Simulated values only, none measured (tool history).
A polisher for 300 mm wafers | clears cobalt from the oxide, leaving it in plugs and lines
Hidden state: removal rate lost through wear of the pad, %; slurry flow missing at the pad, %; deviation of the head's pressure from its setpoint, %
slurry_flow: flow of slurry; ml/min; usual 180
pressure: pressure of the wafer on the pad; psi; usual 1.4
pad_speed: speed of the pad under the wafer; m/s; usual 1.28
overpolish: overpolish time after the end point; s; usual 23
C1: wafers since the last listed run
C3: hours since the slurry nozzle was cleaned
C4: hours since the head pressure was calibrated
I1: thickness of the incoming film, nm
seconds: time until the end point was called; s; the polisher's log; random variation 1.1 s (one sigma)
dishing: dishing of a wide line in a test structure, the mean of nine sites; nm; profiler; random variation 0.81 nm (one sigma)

run 1 hour=0.0 | slurry_flow=180 pressure=1.4 pad_speed=1.28 overpolish=31 | C1=0 wafers_polished_on_this_pad=109 C3=202.1 C4=1283.3 | I1=366.5 | seconds=92.5 dishing=65.1
run 2 hour=26.5 | slurry_flow=180 pressure=1.4 pad_speed=1.28 overpolish=31 | C1=268 wafers_polished_on_this_pad=377 C3=228.6 C4=1309.8 | I1=361.5 | seconds=93.0 dishing=64.8
run 3 hour=39.7 | slurry_flow=180 pressure=1.4 pad_speed=1.28 overpolish=31 | C1=133 wafers_polished_on_this_pad=511 C3=241.8 C4=1323.0 | I1=362.5 | seconds=92.8 dishing=66.8
run 4 hour=52.4 | slurry_flow=180 pressure=1.4 pad_speed=0.98 overpolish=23 | C1=128 wafers_polished_on_this_pad=640 C3=254.5 C4=1335.7 | I1=360.4 | seconds=118.9 dishing=48.9
run 5 hour=77.9 | slurry_flow=180 pressure=1.4 pad_speed=0.98 overpolish=23 | C1=258 wafers_polished_on_this_pad=898 C3=280.0 C4=1361.2 | I1=358.2 | seconds=119.2 dishing=48.3
-- hour=86.3 worn pad replaced by a new one
run 6 hour=90.2 | slurry_flow=230 pressure=1.4 pad_speed=1.28 overpolish=23 | C1=84 wafers_polished_on_this_pad=39 C3=292.3 C4=1373.5 | I1=360.8 | seconds=88.7 dishing=55.9
run 7 hour=150.4 | slurry_flow=230 pressure=1.4 pad_speed=1.28 overpolish=23 | C1=610 wafers_polished_on_this_pad=649 C3=352.5 C4=1433.7 | I1=357.9 | seconds=86.8 dishing=56.8
-- hour=179.5 head pressure recalibrated
run 8 hour=185.0 | slurry_flow=180 pressure=1.4 pad_speed=1.28 overpolish=23 | C1=330 wafers_polished_on_this_pad=980 C3=387.1 C4=5.5 | I1=359.5 | seconds=89.8 dishing=55.3
-- hour=190.8 worn pad replaced by a new one
run 9 hour=213.4 | slurry_flow=180 pressure=1.4 pad_speed=1.28 overpolish=23 | C1=247 wafers_polished_on_this_pad=229 C3=415.5 C4=33.9 | I1=362.1 | seconds=92.8 dishing=55.0
run 10 hour=241.5 | slurry_flow=180 pressure=1.4 pad_speed=1.28 overpolish=23 | C1=284 wafers_polished_on_this_pad=514 C3=443.6 C4=62.0 | I1=363.0 | seconds=94.3 dishing=54.7
run 11 hour=255.9 | slurry_flow=180 pressure=1.4 pad_speed=1.28 overpolish=23 | C1=145 wafers_polished_on_this_pad=660 C3=458.0 C4=76.4 | I1=357.2 | seconds=92.4 dishing=54.2
run 12 hour=271.0 | slurry_flow=180 pressure=1.4 pad_speed=1.28 overpolish=23 | C1=153 wafers_polished_on_this_pad=813 C3=473.1 C4=91.5 | I1=360.5 | seconds=93.8 dishing=56.0
run 13 hour=284.1 | slurry_flow=220 pressure=1.4 pad_speed=1.28 overpolish=23 | C1=132 wafers_polished_on_this_pad=946 C3=486.2 C4=104.6 | I1=353.9 | seconds=88.4 dishing=56.6
-- hour=289.0 worn pad replaced by a new one
run 14 hour=311.0 | slurry_flow=180 pressure=1.9 pad_speed=1.28 overpolish=35 | C1=232 wafers_polished_on_this_pad=222 C3=513.1 C4=131.5 | I1=362.2 | seconds=69.9 dishing=72.3
run 15 hour=331.0 | slurry_flow=180 pressure=1.4 pad_speed=1.28 overpolish=23 | C1=202 wafers_polished_on_this_pad=425 C3=533.1 C4=151.5 | I1=361.8 | seconds=94.2 dishing=56.0
run 16 hour=364.6 | slurry_flow=240 pressure=1.1 pad_speed=0.90 overpolish=34 | C1=340 wafers_polished_on_this_pad=766 C3=566.7 C4=185.1 | I1=357.9 | seconds=157.6 dishing=51.0
run 17 hour=396.3 | slurry_flow=180 pressure=1.4 pad_speed=1.28 overpolish=23 | C1=321 wafers_polished_on_this_pad=1087 C3=598.4 C4=216.8 | I1=358.3 | seconds=94.7 dishing=54.6
-- hour=407.7 slurry nozzle cleaned
-- hour=413.0 worn pad replaced by a new one
run 18 hour=413.5 | slurry_flow=180 pressure=1.8 pad_speed=1.28 overpolish=10 | C1=123 wafers_polished_on_this_pad=5 C3=5.8 C4=234.0 | I1=362.4 | seconds=69.6 dishing=40.6

Run 19 comes next. What will it give?
run 19 hour=430.8 | slurry_flow=160 pressure=1.8 pad_speed=0.88 overpolish=18 | C1=175 wafers_polished_on_this_pad=180 C3=23.1 C4=251.3 | I1=357.5 | seconds=? dishing=?

seconds: 100.0 s
dishing: 46.9 nm
Without the tool's hidden state the same run would have given seconds 99.8 s, dishing 46.9 nm.

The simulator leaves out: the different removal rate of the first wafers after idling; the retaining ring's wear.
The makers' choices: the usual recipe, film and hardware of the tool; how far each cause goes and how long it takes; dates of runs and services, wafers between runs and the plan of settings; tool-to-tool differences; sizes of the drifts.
